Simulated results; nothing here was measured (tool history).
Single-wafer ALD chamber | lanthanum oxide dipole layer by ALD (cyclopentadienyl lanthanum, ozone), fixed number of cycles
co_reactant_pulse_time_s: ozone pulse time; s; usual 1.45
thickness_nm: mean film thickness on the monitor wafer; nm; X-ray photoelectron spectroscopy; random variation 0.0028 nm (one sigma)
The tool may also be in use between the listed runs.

run     day  co_reactant_pulse_time_s  wafers since the last listed run  hours since the last thermocouple change  hours since the last ozone generator service  hours since the showerhead was replaced  hours since the gauge calibration  read-back reference wafer on the same gauge, thickness_nm  thickness_nm
  1       0                      1.26                                 0                                     972.2                                           694                                   8189.4                             1206.5                                                      0.572         0.507
  2   1.283                      1.04                               607                                      1003                                         724.8                                   8220.2                             1237.3                                                      0.571         0.475
  3   4.067                      1.04                              1317                                    1069.8                                         791.6                                     8287                             1304.1                                                      0.572         0.472
  4   5.704                      1.04                               775                                    1109.1                                         830.9                                   8326.3                             1343.4                                                      0.571         0.472
      6.667  -- showerhead replaced
  5   8.421                      1.87                              1128                                    1174.3                                         896.1                                     42.1                             1408.6                                                      0.572         0.539
  6  11.275                      1.45                              1350                                    1242.8                                         964.6                                    110.6                             1477.1                                                      0.571         0.511
  7  12.858                      1.45                               749                                    1280.8                                        1002.6                                    148.6                             1515.1                                                      0.572         0.504
  8  14.079                      1.45                               577                                    1310.1                                        1031.9                                    177.9                             1544.4                                                      0.571         0.503
     14.892  -- gauge calibrated
  9  16.217                      1.45                              1011                                    1361.4                                        1083.2                                    229.2                               31.8                                                      0.572         0.501
     20.004  -- ozone generator serviced
 10  21.308                      1.01                              2252                                    1483.6                                          31.3                                    351.4                                154                                                      0.572         0.491
 11  24.104                      1.01                              1323                                    1550.7                                          98.4                                    418.5                              221.1                                                      0.572         0.487
 12  25.754                      1.01                               780                                    1590.3                                           138                                    458.1                              260.7                                                      0.572         0.495
 13  27.325                      1.87                               743                                      1628                                         175.7                                    495.8                              298.4                                                      0.573         0.555
 14  29.583                      1.96                              1068                                    1682.2                                         229.9                                      550                              352.6                                                      0.571         0.555
 15  31.942                      1.19                              1116                                    1738.8                                         286.5                                    606.6                              409.2                                                      0.572         0.509
 16  34.633                       1.9                              1274                                    1803.4                                         351.1                                    671.2                              473.8                                                      0.572          0.55
 17  36.592                      1.27                               926                                    1850.4                                         398.1                                    718.2                              520.8                                                      0.573         0.511
 18  38.812                      1.45                              1051                                    1903.7                                         451.4                                    771.5                              574.1                                                      0.572         0.527
 19  41.525                       1.3                              1283                                    1968.8                                         516.5                                    836.6                              639.2                                                      0.572         0.514
 20  42.758                      1.99                               583                                    1998.4                                         546.1                                    866.2                              668.8                                                      0.572         0.553
 21  44.154                      1.24                               660                                    2031.9                                         579.6                                    899.7                              702.3                                                      0.572         0.505
     45.938  -- thermocouple changed; heater temperature recalibrated
 22  52.817                      1.45                              3942                                     165.1                                         787.5                                   1107.6                              910.2                                                      0.571         0.523
 23  55.658                      1.45                              1345                                     233.3                                         855.7                                   1175.8                              978.4                                                      0.571         0.517
 24   56.75                      1.45                               516                                     259.5                                         881.9                                     1202                             1004.6                                                      0.573         0.515
 25  59.171                       1.7                              1145                                     317.6                                           940                                   1260.1                             1062.7                                                      0.572         0.534
 26  60.183                      1.45                               479                                     341.9                                         964.3                                   1284.4                               1087                                                      0.572         0.512
     61.721  -- ozone generator serviced
 27  63.208                      1.65                              1274                                     414.5                                          35.7                                     1357                             1159.6                                                      0.572         0.541
 28  64.896                      1.02                               798                                       455                                          76.2                                   1397.5                             1200.1                                                      0.572         0.495
 29  66.938                       1.2                               966                                       504                                         125.2                                   1446.5                             1249.1                                                      0.573         0.516
 30  68.375                      1.01                               680                                     538.5                                         159.7                                     1481                             1283.6                                                      0.571         0.491
 31  69.729                         2                               640                                       571                                         192.2                                   1513.5                             1316.1                                                      0.571         0.553
 32    71.3                      2.02                               743                                     608.7                                         229.9                                   1551.2                             1353.8                                                      0.572         0.557
 33  73.433                      1.45                              1009                                     659.9                                         281.1                                   1602.4                               1405                                                      0.573         0.531
     74.792  -- gauge calibrated
 34  74.942                      1.63                               713                                     696.1                                         317.3                                   1638.6                                3.6                                                      0.573         0.541
 35   76.65                      1.64                               808                                     737.1                                         358.3                                   1679.6                               44.6                                                      0.572         0.541

Hidden state or all else? Some run-to-run changes of thickness_nm, split into what the settings, what came in and random variation would give without the hidden state, and what is left for the hidden state (with any gauge scatter that isn't in both results):
The hidden state here: wafer temperature above the value expected at the setpoint (K); ozone dose above that of a generator just serviced (%); gauge reads high (%).
Run 4 -> 5: co_reactant_pulse_time_s 1.04 -> 1.87, showerhead replaced. thickness_nm +0.067 nm: hidden state +0.014, all else +0.053.
Run 9 -> 10: co_reactant_pulse_time_s 1.45 -> 1.01, ozone generator serviced. thickness_nm -0.01 nm: hidden state +0.033, all else -0.043.
Run 12 -> 13: co_reactant_pulse_time_s 1.01 -> 1.87. thickness_nm +0.06 nm: hidden state +0.001, all else +0.059.
Run 26 -> 27: co_reactant_pulse_time_s 1.45 -> 1.65, ozone generator serviced. thickness_nm +0.029 nm: hidden state +0.024, all else +0.005.
Run 30 -> 31: co_reactant_pulse_time_s 1.01 -> 2. thickness_nm +0.062 nm: hidden state +0, all else +0.062.
